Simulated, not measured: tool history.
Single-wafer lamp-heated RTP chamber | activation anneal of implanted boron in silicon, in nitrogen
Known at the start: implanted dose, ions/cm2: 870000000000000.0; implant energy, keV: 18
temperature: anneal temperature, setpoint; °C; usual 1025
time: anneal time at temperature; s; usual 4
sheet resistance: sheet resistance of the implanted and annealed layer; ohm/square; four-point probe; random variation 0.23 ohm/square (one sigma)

run,hour,temperature,time,wafers since the last listed run,wafers since the last pyrometer calibration,wafers since the reflector plate was cleaned,hours since the gauge calibration,"read-back reference wafer on the same gauge, sheet resistance",sheet resistance
1,0,1025,4,0,4562,5074,29,119.99,128.82
2,50.2,1017,5,717,5279,5792,79.2,119.99,129.57
3,94.6,1025,4,634,5914,6426,123.6,120,128.49
4,171.7,1025,4,1101,7016,7528,200.7,119.97,128.96
5,228.4,1025,4,810,7826,8338,257.4,119.97,128.96
# hour 262.7: pyrometer window cleaned and pyrometer calibrated
# hour 266.2: reflector plate cleaned
6,271.1,1025,3,445,69,69,300.1,120,130.7
7,366.2,1025,3,1359,1428,1428,395.2,119.99,129.82
8,461,1025,3,1354,2783,2783,490,120.07,129.04
9,532.2,1025,4,1017,3800,3800,561.2,119.97,128.65
10,621,1025,4,1269,5070,5070,650,120.08,128.15
11,711.7,1025,4,1296,6366,6366,740.7,119.99,128.52
12,802.4,1004,3,1296,7662,7662,831.4,119.99,130.79
# hour 834.1: pyrometer window cleaned and pyrometer calibrated
# hour 856: reflector plate cleaned
13,892.4,1034,4,1057,719,520,921.4,119.97,128.59
14,963.6,1025,4,1017,1736,1537,992.6,120.02,129.42
15,1000.5,1042,5,527,2264,2065,1029.5,119.99,128.39
16,1091.7,1025,6,1303,3567,3368,1120.7,120.04,128.62
17,1131.2,1048,4,564,4132,3933,1160.2,120.06,128.47
18,1220.3,1036,3,1273,5405,5206,1249.3,120.03,128.1
19,1284.8,1042,5,921,6327,6128,1313.8,120.1,128.12
20,1391.4,1036,3,1523,7850,7651,1420.4,120.12,128.21
21,1443.8,1048,3,748,8599,8400,1472.8,120.04,128.4
# hour 1539.1: reflector plate cleaned
22,1542.9,1045,4,1301,9901,54,1571.9,120.01,128.26
# hour 1602.7: pyrometer window cleaned and pyrometer calibrated
# hour 1624.5: gauge calibrated
23,1629,1049,3,1116,376,1170,4.5,120.09,128.12
24,1723.5,1025,4,1350,1726,2520,99,119.87,129.5
25,1771,1025,4,678,2405,3199,146.5,120.07,129.12
26,1808.2,1047,6,531,2937,3731,183.7,119.98,128.28
27,1897.2,1006,4,1271,4209,5003,272.7,119.93,130.6
28,1940,1046,6,611,4820,5614,315.5,119.98,128.31
29,1984.4,1025,5,634,5455,6249,359.9,119.97,128.86
30,2057.1,1035,6,1038,6494,7288,432.6,120,127.93
31,2127.3,1003,5,1003,7497,8291,502.8,119.96,130.75
32,2212.7,1036,4,1220,8718,9511,588.2,119.96,128.14
33,2256.7,1042,5,628,9346,10140,632.2,119.96,128.33
# hour 2306.3: reflector plate cleaned
# hour 2318.7: pyrometer window cleaned and pyrometer calibrated
34,2319.2,1039,4,664,6,70,694.7,119.95,128.9
35,2354.6,1053,4,505,512,576,730.1,120.14,128.59

What the log doesn't show, run by run:
gauge reads high (%): 0 in every run
H1: true wafer temperature minus pyrometer reading, K
H2: wafer temperature error from the tarnished reflector plate, K
run,H1,H2
1,9.65,6.94
2,10.3,7.27
3,10.7,7.51
4,11.3,7.83
5,11.6,8
6,1.66,1.17
7,5.88,4.04
8,8.63,5.9
9,10,6.86
10,11.3,7.7
11,12.1,8.27
12,12.7,8.65
13,3.64,1.32
14,6.3,3.28
15,7.38,4.07
16,9.39,5.55
17,10,6.02
18,11.1,6.83
19,11.7,7.24
20,12.3,7.71
21,12.5,7.87
22,12.8,0.419
23,3.48,3.07
24,7.35,5.02
25,8.76,5.72
26,9.68,6.18
27,11.3,7.01
28,11.9,7.3
29,12.4,7.56
30,13.1,7.87
31,13.5,8.1
32,13.9,8.29
33,14,8.36
34,1.05,1.03
35,2.9,2.2
